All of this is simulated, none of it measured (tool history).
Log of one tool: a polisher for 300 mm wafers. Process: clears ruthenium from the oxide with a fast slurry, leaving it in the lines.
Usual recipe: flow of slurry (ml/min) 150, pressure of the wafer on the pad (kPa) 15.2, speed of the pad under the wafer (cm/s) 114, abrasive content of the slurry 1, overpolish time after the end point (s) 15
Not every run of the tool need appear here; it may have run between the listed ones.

| run | hour | flow of slurry (ml/min) | pressure of the wafer on the pad (kPa) | speed of the pad under the wafer (cm/s) | abrasive content of the slurry | overpolish time after the end point (s) | wafers since the last listed run | wafers polished on this pad | hours since the slurry nozzle was cleaned | hours since the head pressure was calibrated | hours since the slurry blender was calibrated | incoming thickness of the incoming film, nm | time until the end point was called (s) | dishing of a wide line in a test structure (nm) |
|---|---|---|---|---|---|---|---|---|---|---|---|---|---|---|
| 1 | 0 | 150 | 13.8 | 114 | 1 | 13 | 0 | 1071 | 3.9 | 383.3 | 43 | 128.1 | 40.3 | 28.1 |
| 2 | 66.7 | 150 | 13.8 | 114 | 1 | 13 | 634 | 1705 | 70.6 | 450 | 109.7 | 130.2 | 41.1 | 28.3 |
|  | 114.3 | head pressure recalibrated |
| 3 | 132.2 | 150 | 15.2 | 114 | 1 | 15 | 603 | 2309 | 136.1 | 17.9 | 175.2 | 128.6 | 36.6 | 34 |
| 4 | 180.4 | 150 | 15.2 | 114 | 1 | 15 | 458 | 2767 | 184.3 | 66.1 | 223.4 | 130.5 | 36.9 | 33 |
|  | 224.6 | worn pad replaced by a new one |
| 5 | 225.1 | 150 | 15.2 | 114 | 1 | 15 | 386 | 4 | 229 | 110.8 | 268.1 | 131.3 | 37.8 | 33.3 |
| 6 | 272.3 | 150 | 15.2 | 114 | 1 | 15 | 448 | 453 | 276.2 | 158 | 315.3 | 128.5 | 36.8 | 33.2 |
| 7 | 313.4 | 150 | 15.2 | 114 | 1 | 15 | 390 | 844 | 317.3 | 199.1 | 356.4 | 129.7 | 36.8 | 33.4 |
|  | 378.9 | slurry blender recalibrated |
| 8 | 393.2 | 150 | 15.2 | 114 | 1 | 15 | 739 | 1583 | 397.1 | 278.9 | 14.3 | 129.5 | 37.6 | 33.4 |
| 9 | 431.6 | 150 | 15.2 | 114 | 1 | 15 | 365 | 1948 | 435.5 | 317.3 | 52.7 | 128.8 | 37.7 | 33 |
|  | 442.2 | slurry nozzle cleaned |
| 10 | 506.3 | 150 | 15.2 | 114 | 1 | 15 | 700 | 2649 | 64.1 | 392 | 127.4 | 129.2 | 36.9 | 32.9 |
|  | 522.7 | worn pad replaced by a new one |
| 11 | 590.8 | 150 | 15.2 | 114 | 1 | 22 | 765 | 647 | 148.6 | 476.5 | 211.9 | 130.1 | 37.4 | 41.1 |
|  | 609.3 | head pressure recalibrated |
| 12 | 678.9 | 150 | 15.2 | 114 | 1 | 22 | 818 | 1466 | 236.7 | 69.6 | 300 | 129.4 | 37 | 41.8 |
| 13 | 722.6 | 150 | 15.2 | 114 | 1 | 15 | 415 | 1882 | 280.4 | 113.3 | 343.7 | 130.5 | 38.3 | 33.9 |
|  | 787.8 | slurry blender recalibrated |
|  | 820.6 | worn pad replaced by a new one |
| 14 | 821.1 | 115 | 15.2 | 114 | 1 | 22 | 879 | 5 | 378.9 | 211.8 | 33.3 | 128.9 | 38.8 | 40.7 |
|  | 825.7 | slurry nozzle cleaned |
| 15 | 888.7 | 150 | 15.2 | 114 | 1 | 15 | 633 | 638 | 63 | 279.4 | 100.9 | 129.4 | 35.9 | 33 |
| 16 | 993.7 | 180 | 15.2 | 114 | 1.3 | 15 | 998 | 1636 | 168 | 384.4 | 205.9 | 128.5 | 31.7 | 36.5 |
| 17 | 1052.9 | 150 | 15.2 | 114 | 1 | 15 | 562 | 2199 | 227.2 | 443.6 | 265.1 | 129.8 | 37.6 | 33.2 |
|  | 1058.2 | head pressure recalibrated |
| 18 | 1120.4 | 115 | 17.2 | 114 | 1.25 | 15 | 622 | 2822 | 294.7 | 62.2 | 332.6 | 127.8 | 30.7 | 37.7 |
|  | 1126.8 | slurry blender recalibrated |
| 19 | 1170.6 | 150 | 15.2 | 114 | 1 | 15 | 458 | 3280 | 344.9 | 112.4 | 43.8 | 129.8 | 37.2 | 32.6 |
|  | 1192.7 | worn pad replaced by a new one |
|  | 1227.1 | slurry nozzle cleaned |
| 20 | 1258 | 150 | 15.2 | 114 | 1 | 15 | 783 | 611 | 30.9 | 199.8 | 131.2 | 129.1 | 36.8 | 32.8 |
| 21 | 1311.4 | 150 | 15.2 | 150 | 1 | 11 | 507 | 1118 | 84.3 | 253.2 | 184.6 | 132.6 | 30.4 | 30.5 |
| 22 | 1417.1 | 150 | 17.9 | 130 | 1 | 15 | 1005 | 2123 | 190 | 358.9 | 290.3 | 129.7 | 28.8 | 38.8 |
| 23 | 1457.7 | 125 | 15.2 | 114 | 1 | 15 | 386 | 2509 | 230.6 | 399.5 | 330.9 | 130 | 37.8 | 32.6 |
|  | 1472.3 | worn pad replaced by a new one |
|  | 1493.6 | slurry blender recalibrated |
|  | 1493.7 | head pressure recalibrated |
| 24 | 1502 | 180 | 11.7 | 114 | 1 | 15 | 362 | 262 | 274.9 | 8.3 | 8.4 | 129.7 | 45.8 | 28.4 |
| 25 | 1539.7 | 150 | 15.2 | 154 | 0.85 | 10 | 358 | 621 | 312.6 | 46 | 46.1 | 130.3 | 31.6 | 27.4 |
| 26 | 1636.2 | 130 | 15.2 | 114 | 1 | 20 | 917 | 1538 | 409.1 | 142.5 | 142.6 | 131.8 | 39.3 | 39.2 |

Forecast each of these 5 alternatives for the next run:
| A | 1636.6 | 150 | 15.2 | 114 | 1 | 19 | 3 | 1542 | 409.5 | 142.9 | 143 | 130.4 | ? | ? |
| B | 1636.6 | 150 | 15.2 | 98 | 1.15 | 24 | 3 | 1542 | 409.5 | 142.9 | 143 | 130.4 | ? | ? |
| C | 1636.6 | 150 | 15.2 | 128 | 1 | 15 | 3 | 1542 | 409.5 | 142.9 | 143 | 130.4 | ? | ? |
| D | 1636.6 | 150 | 15.2 | 136 | 1 | 15 | 3 | 1542 | 409.5 | 142.9 | 143 | 130.4 | ? | ? |
| E | 1636.6 | 105 | 11.7 | 148 | 1 | 11 | 3 | 1542 | 409.5 | 142.9 | 143 | 130.4 | ? | ? |

| run | time until the end point was called (s) | dishing of a wide line in a test structure (nm) |
|---|---|---|
| A | 37.1 | 38.4 |
| B | 38.7 | 43 |
| C | 34 | 35 |
| D | 32.5 | 36 |
| E | 41.9 | 24 |
Without the tool's unlogged condition, the same runs would have read:
| run | time until the end point was called (s) | dishing of a wide line in a test structure (nm) |
|---|---|---|
| A | 37.1 | 38.4 |
| B | 38.7 | 43 |
| C | 34 | 35 |
| D | 32.5 | 36 |
| E | 41.9 | 24 |
